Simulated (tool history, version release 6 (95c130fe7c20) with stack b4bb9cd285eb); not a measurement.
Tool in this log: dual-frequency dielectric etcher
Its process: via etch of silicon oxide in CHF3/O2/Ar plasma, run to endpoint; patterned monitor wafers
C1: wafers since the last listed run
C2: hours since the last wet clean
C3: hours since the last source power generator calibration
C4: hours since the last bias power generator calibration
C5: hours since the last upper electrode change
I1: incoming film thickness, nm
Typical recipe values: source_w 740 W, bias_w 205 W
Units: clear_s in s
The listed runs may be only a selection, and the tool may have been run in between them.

{"run": 1, "hour": 0.0, "source_w": 740, "bias_w": 205, "C1": 0, "C2": 42.3, "C3": 1627.5, "C4": 4023.4, "C5": 1988, "I1": 601.6, "clear_s": 256.2}
{"run": 2, "hour": 25.4, "source_w": 740, "bias_w": 205, "C1": 102, "C2": 67.7, "C3": 1652.9, "C4": 4048.8, "C5": 2013.4, "I1": 598.8, "clear_s": 254.7}
{"run": 3, "hour": 69.1, "source_w": 740, "bias_w": 205, "C1": 176, "C2": 111.4, "C3": 1696.6, "C4": 4092.5, "C5": 2057.1, "I1": 590.2, "clear_s": 251.4}
{"run": 4, "hour": 128.4, "source_w": 740, "bias_w": 205, "C1": 239, "C2": 170.7, "C3": 1755.9, "C4": 4151.8, "C5": 2116.4, "I1": 597, "clear_s": 252.5}
{"run": 5, "hour": 171.6, "source_w": 740, "bias_w": 205, "C1": 174, "C2": 213.9, "C3": 1799.1, "C4": 4195, "C5": 2159.6, "I1": 595.1, "clear_s": 250.1}
{"run": 6, "hour": 217.6, "source_w": 740, "bias_w": 205, "C1": 185, "C2": 259.9, "C3": 1845.1, "C4": 4241, "C5": 2205.6, "I1": 592.2, "clear_s": 249}
{"run": 7, "hour": 252.6, "source_w": 740, "bias_w": 205, "C1": 141, "C2": 294.9, "C3": 1880.1, "C4": 4276, "C5": 2240.6, "I1": 590.9, "clear_s": 246.8}
{"run": 8, "hour": 277.3, "source_w": 820, "bias_w": 205, "C1": 99, "C2": 319.6, "C3": 1904.8, "C4": 4300.7, "C5": 2265.3, "I1": 597.4, "clear_s": 239.1}
{"hour": 313.3, "done": "upper electrode replaced"}
{"run": 9, "hour": 313.8, "source_w": 820, "bias_w": 205, "C1": 50, "C2": 356.1, "C3": 1941.3, "C4": 4337.2, "C5": 0.5, "I1": 598.1, "clear_s": 237.5}
{"run": 10, "hour": 344.7, "source_w": 740, "bias_w": 173, "C1": 124, "C2": 387, "C3": 1972.2, "C4": 4368.1, "C5": 31.4, "I1": 601.7, "clear_s": 267.2}
{"run": 11, "hour": 371.5, "source_w": 740, "bias_w": 205, "C1": 108, "C2": 413.8, "C3": 1999, "C4": 4394.9, "C5": 58.2, "I1": 593.9, "clear_s": 247.4}
{"run": 12, "hour": 432.5, "source_w": 740, "bias_w": 205, "C1": 246, "C2": 474.8, "C3": 2060, "C4": 4455.9, "C5": 119.2, "I1": 605.2, "clear_s": 253.1}
{"hour": 488.0, "done": "wet clean of the chamber"}
{"run": 13, "hour": 490.3, "source_w": 740, "bias_w": 205, "C1": 136, "C2": 2.3, "C3": 2117.8, "C4": 4513.7, "C5": 177, "I1": 600.2, "clear_s": 254.5}
{"run": 14, "hour": 560.0, "source_w": 740, "bias_w": 205, "C1": 281, "C2": 72, "C3": 2187.5, "C4": 4583.4, "C5": 246.7, "I1": 598.6, "clear_s": 252.6}
{"run": 15, "hour": 631.9, "source_w": 740, "bias_w": 205, "C1": 290, "C2": 143.9, "C3": 2259.4, "C4": 4655.3, "C5": 318.6, "I1": 597.4, "clear_s": 249.1}
{"hour": 657.5, "done": "bias power generator calibrated"}
{"run": 16, "hour": 667.2, "source_w": 740, "bias_w": 205, "C1": 126, "C2": 179.2, "C3": 2294.7, "C4": 9.7, "C5": 353.9, "I1": 597.1, "clear_s": 252.2}
{"run": 17, "hour": 703.2, "source_w": 920, "bias_w": 234, "C1": 145, "C2": 215.2, "C3": 2330.7, "C4": 45.7, "C5": 389.9, "I1": 596.8, "clear_s": 215.8}
{"run": 18, "hour": 737.3, "source_w": 590, "bias_w": 178, "C1": 137, "C2": 249.3, "C3": 2364.8, "C4": 79.8, "C5": 424, "I1": 599.1, "clear_s": 292.8}
{"run": 19, "hour": 776.6, "source_w": 740, "bias_w": 205, "C1": 158, "C2": 288.6, "C3": 2404.1, "C4": 119.1, "C5": 463.3, "I1": 601.6, "clear_s": 250.8}
{"run": 20, "hour": 840.8, "source_w": 890, "bias_w": 205, "C1": 259, "C2": 352.8, "C3": 2468.3, "C4": 183.3, "C5": 527.5, "I1": 598.6, "clear_s": 229.8}
{"hour": 904.1, "done": "source power generator calibrated"}
{"run": 21, "hour": 911.9, "source_w": 740, "bias_w": 175, "C1": 271, "C2": 423.9, "C3": 7.8, "C4": 254.4, "C5": 598.6, "I1": 596, "clear_s": 266.3}
{"run": 22, "hour": 938.8, "source_w": 740, "bias_w": 159, "C1": 108, "C2": 450.8, "C3": 34.7, "C4": 281.3, "C5": 625.5, "I1": 608.2, "clear_s": 283.4}
{"hour": 1002.2, "done": "wet clean of the chamber"}
{"run": 23, "hour": 1002.7, "source_w": 920, "bias_w": 254, "C1": 161, "C2": 0.5, "C3": 98.6, "C4": 345.2, "C5": 689.4, "I1": 600.4, "clear_s": 217.7}
{"run": 24, "hour": 1063.6, "source_w": 740, "bias_w": 164, "C1": 246, "C2": 61.4, "C3": 159.5, "C4": 406.1, "C5": 750.3, "I1": 593.3, "clear_s": 277.1}
{"run": 25, "hour": 1129.5, "source_w": 670, "bias_w": 189, "C1": 266, "C2": 127.3, "C3": 225.4, "C4": 472, "C5": 816.2, "I1": 593.8, "clear_s": 274.1}
{"run": 26, "hour": 1200.1, "source_w": 800, "bias_w": 205, "C1": 285, "C2": 197.9, "C3": 296, "C4": 542.6, "C5": 886.8, "I1": 597.3, "clear_s": 248.4}
{"run": 27, "hour": 1240.1, "source_w": 740, "bias_w": 205, "C1": 161, "C2": 237.9, "C3": 336, "C4": 582.6, "C5": 926.8, "I1": 596.2, "clear_s": 255.4}
{"run": 28, "hour": 1301.8, "source_w": 580, "bias_w": 155, "C1": 249, "C2": 299.6, "C3": 397.7, "C4": 644.3, "C5": 988.5, "I1": 598.9, "clear_s": 318.4}
{"run": 29, "hour": 1345.3, "source_w": 610, "bias_w": 228, "C1": 175, "C2": 343.1, "C3": 441.2, "C4": 687.8, "C5": 1032, "I1": 595.2, "clear_s": 262.8}
{"run": 30, "hour": 1406.7, "source_w": 740, "bias_w": 205, "C1": 248, "C2": 404.5, "C3": 502.6, "C4": 749.2, "C5": 1093.4, "I1": 594.7, "clear_s": 253.5}
{"run": 31, "hour": 1470.3, "source_w": 890, "bias_w": 219, "C1": 256, "C2": 468.1, "C3": 566.2, "C4": 812.8, "C5": 1157, "I1": 597.2, "clear_s": 226.6}
{"run": 32, "hour": 1522.2, "source_w": 740, "bias_w": 205, "C1": 209, "C2": 520, "C3": 618.1, "C4": 864.7, "C5": 1208.9, "I1": 593.3, "clear_s": 249.1}
{"hour": 1590.3, "done": "wet clean of the chamber"}
{"run": 33, "hour": 1590.8, "source_w": 740, "bias_w": 205, "C1": 180, "C2": 0.5, "C3": 686.7, "C4": 933.3, "C5": 1277.5, "I1": 595.3, "clear_s": 255}
{"run": 34, "hour": 1651.5, "source_w": 870, "bias_w": 205, "C1": 245, "C2": 61.2, "C3": 747.4, "C4": 994, "C5": 1338.2, "I1": 596.1, "clear_s": 237.8}
{"run": 35, "hour": 1679.2, "source_w": 890, "bias_w": 164, "C1": 111, "C2": 88.9, "C3": 775.1, "C4": 1021.7, "C5": 1365.9, "I1": 600, "clear_s": 255.9}
{"run": 36, "hour": 1720.1, "source_w": 580, "bias_w": 255, "C1": 165, "C2": 129.8, "C3": 816, "C4": 1062.6, "C5": 1406.8, "I1": 600.7, "clear_s": 262.8}

Hidden state or all else? Some run-to-run changes of clear_s, split into what the settings, what came in and random variation would give without the hidden state, and what is left for the hidden state (with any gauge scatter that isn't in both results):
Hidden state at play: etch rate over this chamber's usual, %; source power that arrives over what is set, %; bias power that arrives over what is set, %.
Run 12 -> 13: wet clean of the chamber. clear_s +1.4 s: hidden state +4.7, all else -3.3.
Run 17 -> 18: source_w 920 -> 590, bias_w 234 -> 178. clear_s +77 s: hidden state -2.6, all else +79.6.
Run 20 -> 21: source_w 890 -> 740, bias_w 205 -> 175, source power generator calibrated. clear_s +36.5 s: hidden state +4.2, all else +32.3.
Run 22 -> 23: source_w 740 -> 920, bias_w 159 -> 254, wet clean of the chamber. clear_s -65.7 s: hidden state +5.1, all else -70.8.
Run 27 -> 28: source_w 740 -> 580, bias_w 205 -> 155. clear_s +63 s: hidden state -1.5, all else +64.5.

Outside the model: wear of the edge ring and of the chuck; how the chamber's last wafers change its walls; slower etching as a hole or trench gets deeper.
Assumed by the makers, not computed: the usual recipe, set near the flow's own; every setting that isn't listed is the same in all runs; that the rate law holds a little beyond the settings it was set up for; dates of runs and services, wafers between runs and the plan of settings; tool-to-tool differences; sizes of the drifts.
